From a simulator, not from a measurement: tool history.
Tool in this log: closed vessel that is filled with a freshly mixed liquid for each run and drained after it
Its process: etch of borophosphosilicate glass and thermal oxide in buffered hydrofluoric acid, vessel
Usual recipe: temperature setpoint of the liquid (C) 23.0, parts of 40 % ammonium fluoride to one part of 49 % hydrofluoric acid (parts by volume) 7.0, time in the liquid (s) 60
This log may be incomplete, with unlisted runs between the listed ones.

run	day	temperature setpoint of the liquid (C)	parts of 40 % ammonium fluoride to one part of 49 % hydrofluoric acid (parts by volume)	time in the liquid (s)	read-back film thickness of the borophosphosilicate glass reference wafer, read on the same gauge (nm)	read-back film thickness of the thermal oxide reference wafer, read on the same gauge (nm)	thickness taken off the borophosphosilicate glass on a monitor wafer (angstrom)	thickness taken off the thermal oxide on a monitor wafer (angstrom)
1	0.000	23.0	6.0	60	87.49	77.74	2533.7	1099.7
2	2.804	27.5	9.5	30	87.42	77.70	1029.6	451.8
3	8.933	23.0	9.5	80	87.28	77.56	2147.8	937.5
4	12.117	19.5	5.5	60	87.21	77.51	2243.1	977.1
# day 14.588: hydrofluoric acid flow meter replaced
5	16.054	23.0	7.0	60	87.09	77.41	2200.9	956.6
6	20.308	23.0	9.0	30	86.98	77.35	830.0	363.6
7	23.888	23.0	7.0	60	86.90	77.26	2191.9	963.6
# day 26.679: gauge calibrated
8	28.012	26.5	9.0	60	89.46	79.56	2056.1	907.9
9	32.229	23.0	7.0	60	89.32	79.46	2251.7	983.4
10	34.138	23.0	7.0	50	89.35	79.37	1876.4	807.7
11	36.042	23.0	7.0	60	89.31	79.38	2258.0	984.1
12	38.092	23.0	7.0	35	89.23	79.33	1308.0	574.3
13	42.475	23.0	7.0	60	89.10	79.27	2237.8	980.2
14	46.358	23.0	7.0	60	89.08	79.15	2236.9	980.6
# day 47.788: hydrofluoric acid flow meter replaced
15	49.475	23.0	7.0	60	88.98	79.08	2234.0	991.4
16	52.729	23.0	7.0	85	88.88	79.02	3172.0	1378.5
17	56.062	23.0	6.0	45	88.83	78.94	1921.7	837.0
18	59.571	19.0	7.0	60	88.74	78.89	1792.5	783.9
19	62.029	23.0	7.0	70	88.68	78.82	2621.6	1136.1
20	64.158	26.5	6.0	60	88.61	78.76	3087.1	1352.8
21	68.383	21.5	9.5	35	88.53	78.71	883.8	385.6
22	71.633	20.0	5.0	45	88.51	78.61	1899.6	819.1
23	73.229	23.0	7.0	60	88.43	78.60	2211.5	971.7
24	76.892	25.0	7.0	80	88.38	78.53	3303.0	1436.1
# day 82.629: hydrofluoric acid flow meter replaced
25	87.883	20.0	9.0	60	88.02	78.30	1432.4	625.1

The same runs without the tool's hidden state, with the same run-to-run variation:
The tool's hidden condition here consists of: liquid colder than its thermometer reads (K); hydrofluoric acid flow below the setpoint (%); gauge reads high (%).
run	thickness taken off the borophosphosilicate glass on a monitor wafer (angstrom)	thickness taken off the thermal oxide on a monitor wafer (angstrom)
1	2606.8	1131.4
2	1060.1	465.2
3	2215.1	966.9
4	2315.4	1008.6
5	2274.3	988.5
6	858.7	376.2
7	2269.8	997.8
8	2067.9	913.1
9	2267.0	990.1
10	1890.1	813.6
11	2275.8	991.8
12	1319.0	579.1
13	2259.2	989.6
14	2260.6	991.0
15	2259.5	1002.7
16	3211.1	1395.5
17	1947.1	848.0
18	1817.9	795.0
19	2660.4	1152.9
20	3134.6	1373.6
21	898.4	392.0
22	1932.7	833.4
23	2251.0	989.0
24	3365.2	1463.2
25	1463.7	638.7

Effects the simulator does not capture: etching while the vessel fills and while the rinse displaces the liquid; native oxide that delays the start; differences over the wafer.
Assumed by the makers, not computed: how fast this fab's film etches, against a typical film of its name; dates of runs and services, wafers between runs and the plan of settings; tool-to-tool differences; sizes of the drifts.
